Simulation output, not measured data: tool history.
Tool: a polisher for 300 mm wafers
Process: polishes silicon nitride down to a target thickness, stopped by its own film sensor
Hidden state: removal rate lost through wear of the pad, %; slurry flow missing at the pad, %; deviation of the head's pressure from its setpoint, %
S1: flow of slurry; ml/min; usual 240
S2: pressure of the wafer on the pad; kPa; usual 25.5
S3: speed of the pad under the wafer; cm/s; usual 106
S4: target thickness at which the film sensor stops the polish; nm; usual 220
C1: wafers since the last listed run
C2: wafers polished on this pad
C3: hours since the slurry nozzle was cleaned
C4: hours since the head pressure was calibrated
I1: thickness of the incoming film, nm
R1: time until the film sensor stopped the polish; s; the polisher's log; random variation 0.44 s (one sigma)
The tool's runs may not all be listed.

| run | day | S1 | S2 | S3 | S4 | C1 | C2 | C3 | C4 | I1 | R1 |
|---|---|---|---|---|---|---|---|---|---|---|---|
| 1 | 0 | 240 | 25.5 | 106 | 232 | 0 | 374 | 20.7 | 858.5 | 355.9 | 46.8 |
| 2 | 1.008 | 240 | 25.5 | 106 | 232 | 183 | 557 | 44.9 | 882.7 | 352.8 | 45.7 |
|  | 1.575 | worn pad replaced by a new one |
| 3 | 1.688 | 240 | 25.5 | 106 | 232 | 93 | 20 | 61.2 | 899 | 352.4 | 45.7 |
| 4 | 3.025 | 240 | 25.5 | 106 | 220 | 243 | 263 | 93.3 | 931.1 | 344.5 | 47.3 |
|  | 4.929 | worn pad replaced by a new one |
|  | 6.379 | slurry nozzle cleaned |
| 5 | 6.808 | 240 | 25.5 | 106 | 220 | 649 | 333 | 10.3 | 1021.9 | 355.3 | 50.9 |
| 6 | 8.088 | 240 | 25.5 | 106 | 220 | 232 | 566 | 41 | 1052.6 | 348.1 | 47.6 |
|  | 9.008 | worn pad replaced by a new one |
| 7 | 9.3 | 310 | 25.5 | 106 | 220 | 190 | 53 | 70.1 | 1081.7 | 352.9 | 48.7 |
| 8 | 10.396 | 310 | 25.5 | 106 | 220 | 199 | 252 | 96.4 | 1108 | 352.2 | 48.3 |
|  | 10.792 | head pressure recalibrated |
| 9 | 11.125 | 240 | 25.5 | 106 | 220 | 117 | 369 | 113.9 | 8 | 354 | 54.7 |
| 10 | 11.679 | 240 | 25.5 | 106 | 220 | 100 | 470 | 127.2 | 21.3 | 346.7 | 51.8 |
|  | 12.421 | worn pad replaced by a new one |
| 11 | 13.154 | 240 | 25.5 | 106 | 220 | 237 | 133 | 162.6 | 56.7 | 357.6 | 56.3 |
|  | 14.104 | slurry nozzle cleaned |
| 12 | 14.392 | 240 | 25.5 | 106 | 220 | 217 | 350 | 6.9 | 86.4 | 352.3 | 53.3 |
| 13 | 15.25 | 200 | 25.5 | 78 | 220 | 156 | 506 | 27.5 | 107 | 344.3 | 60.7 |
| 14 | 16.504 | 240 | 25.5 | 84 | 220 | 228 | 734 | 57.6 | 137.1 | 344.9 | 58.6 |
|  | 16.942 | worn pad replaced by a new one |
| 15 | 17.029 | 240 | 25.5 | 106 | 247 | 65 | 15 | 70.2 | 149.7 | 349.7 | 41.4 |
| 16 | 17.95 | 185 | 25.5 | 106 | 185 | 167 | 183 | 92.3 | 171.8 | 352.7 | 69.2 |

Forecast run 17:
| 17 | 18.712 | 240 | 25.5 | 82 | 184 | 138 | 321 | 110.6 | 190.1 | 349.4 | ? |

{"run 17": {"R1": 77.4}}
Without the tool's hidden state the same run would have given R1 79.7 s.

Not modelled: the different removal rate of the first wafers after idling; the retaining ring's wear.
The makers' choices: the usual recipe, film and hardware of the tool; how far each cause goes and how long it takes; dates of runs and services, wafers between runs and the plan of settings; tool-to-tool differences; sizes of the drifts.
